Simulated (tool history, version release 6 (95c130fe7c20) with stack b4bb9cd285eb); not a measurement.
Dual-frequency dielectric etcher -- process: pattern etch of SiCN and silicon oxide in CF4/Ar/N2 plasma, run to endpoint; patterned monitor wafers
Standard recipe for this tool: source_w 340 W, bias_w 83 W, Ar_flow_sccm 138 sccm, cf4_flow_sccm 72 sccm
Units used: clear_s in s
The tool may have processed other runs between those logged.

run,hour,source_w,bias_w,Ar_flow_sccm,cf4_flow_sccm,"incoming incoming film thickness, nm",clear_s
1,0.0,340,83,138,72,17.81,26.0
2,18.3,340,83,138,72,18.03,26.1
3,33.0,340,83,138,72,17.88,26.0
4,66.1,340,83,138,72,17.99,25.8
5,96.9,340,83,150,63,18.01,27.7
6,130.2,310,71,138,72,17.85,29.8
# hour 146.5: Ar flow controller replaced
7,158.9,310,71,138,72,18.00,30.2
8,181.4,340,83,138,72,17.80,25.9
# hour 216.5: upper electrode replaced
9,217.0,340,83,138,72,17.79,25.6
10,217.4,340,83,138,72,17.93,25.7
11,250.0,340,83,138,72,17.76,25.7
# hour 291.4: wet clean of the chamber
12,291.9,270,97,138,88,18.03,29.4
13,292.2,270,101,170,72,17.97,30.7
14,314.2,340,83,138,72,17.83,25.7
# hour 332.1: source power generator calibrated
# hour 341.5: CF4 flow controller replaced
15,342.0,340,83,138,72,18.06,26.0
16,366.7,340,95,171,72,17.97,26.0
17,387.4,310,71,138,72,17.77,29.7
# hour 417.7: bias power generator calibrated
18,421.7,370,70,151,61,18.03,27.0
19,443.3,420,97,147,81,17.89,20.3
20,466.3,370,73,138,72,17.79,25.2
21,495.8,300,83,106,72,17.89,27.5
22,517.5,340,83,138,72,18.01,25.6
23,551.6,340,89,138,61,18.00,26.0
24,565.6,420,83,119,72,17.89,20.8

The tool's hidden state at each run:
etch rate over this chamber's usual, %: 0 across all the runs
source power that arrives over what is set, %: 0 across all the runs
bias power that arrives over what is set, %: 0 across all the runs
Ar flow that arrives over what is set, %: 0 across all the runs
CF4 flow that arrives over what is set, %: 0 across all the runs
